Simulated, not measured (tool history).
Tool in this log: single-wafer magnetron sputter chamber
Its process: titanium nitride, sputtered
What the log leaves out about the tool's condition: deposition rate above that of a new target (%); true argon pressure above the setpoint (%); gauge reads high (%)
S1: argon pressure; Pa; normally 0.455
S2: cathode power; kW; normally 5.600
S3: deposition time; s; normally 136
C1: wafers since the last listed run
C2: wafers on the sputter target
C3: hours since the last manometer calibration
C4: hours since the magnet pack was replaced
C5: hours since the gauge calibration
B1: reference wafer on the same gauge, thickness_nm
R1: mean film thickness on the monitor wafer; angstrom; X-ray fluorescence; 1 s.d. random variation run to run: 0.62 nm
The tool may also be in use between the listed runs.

run,day,S1,S2,S3,C1,C2,C3,C4,C5,B1,R1
1,0.000,0.455,5.600,136,0,1775,927.6,7944.9,481.1,133.068,1304.09
2,2.712,0.455,5.600,136,473,2249,992.7,8010.0,546.2,133.076,1307.07
3,6.454,0.455,5.600,136,653,2902,1082.5,8099.8,636.0,132.819,1296.95
4,9.971,0.455,5.600,136,613,3516,1166.9,8184.2,720.4,133.151,1310.67
5,11.583,0.353,5.600,155,281,3798,1205.6,8222.9,759.1,132.956,1583.48
6,13.379,0.353,5.600,155,313,4111,1248.7,8266.0,802.2,132.939,1580.49
7,17.125,0.353,5.600,155,653,4765,1338.6,8355.9,892.1,133.164,1572.36
# day 18.958: magnet pack replaced
8,19.621,0.455,5.600,136,377,5143,1398.5,15.9,952.0,133.097,1289.24
9,21.608,0.455,5.600,136,346,5490,1446.2,63.6,999.7,133.163,1310.10
# day 24.342: capacitance manometer re-zeroed and calibrated
10,25.438,0.455,5.600,136,610,6100,26.3,155.5,1091.6,133.103,1289.96
11,27.517,0.455,5.600,136,362,6463,76.2,205.4,1141.5,132.654,1292.12
12,29.946,0.455,5.600,136,424,6887,134.5,263.7,1199.8,133.062,1299.57
# day 33.350: gauge calibrated
13,33.533,0.455,5.600,136,626,7513,220.6,349.8,4.4,133.310,1300.95
14,35.296,0.455,5.600,136,307,7821,262.9,392.1,46.7,132.969,1296.92
15,38.362,0.403,5.600,155,535,8356,336.5,465.7,120.3,133.024,1538.20
# day 41.575: sputter target and shields replaced
16,41.817,0.393,4.550,148,544,42,419.4,548.6,203.2,132.951,1199.55
17,44.133,0.378,5.600,109,404,446,475.0,604.2,258.8,132.988,1081.04
18,45.817,0.393,4.550,148,293,740,515.4,644.6,299.2,132.990,1194.96
19,47.371,0.455,5.600,136,271,1011,552.7,681.9,336.5,132.889,1295.95
20,49.512,0.527,5.000,161,373,1385,604.1,733.3,387.9,133.042,1316.67
21,52.262,0.455,6.050,113,480,1865,670.1,799.3,453.9,133.074,1172.39
22,54.738,0.349,6.300,148,432,2297,729.5,858.7,513.3,133.204,1700.80
23,56.350,0.455,5.600,136,281,2579,768.2,897.4,552.0,133.064,1306.71
24,58.729,0.506,5.600,136,415,2994,825.3,954.5,609.1,132.950,1269.18

Below are 4 alternative next runs, each starting from the tool's condition after run 24. Predict each:
A,58.746,0.455,5.600,136,2,2997,825.7,954.9,609.5,?,?
B,58.746,0.567,5.600,136,2,2997,825.7,954.9,609.5,?,?
C,58.746,0.296,5.600,136,2,2997,825.7,954.9,609.5,?,?
D,58.746,0.455,5.600,147,2,2997,825.7,954.9,609.5,?,?

run,B1,R1
A,133.238,1294.86
B,133.238,1208.84
C,133.238,1432.05
D,133.238,1399.59
Without the tool's unlogged condition, the same runs would have read:
run,R1
A,1294.86
B,1208.84
C,1432.05
D,1399.59
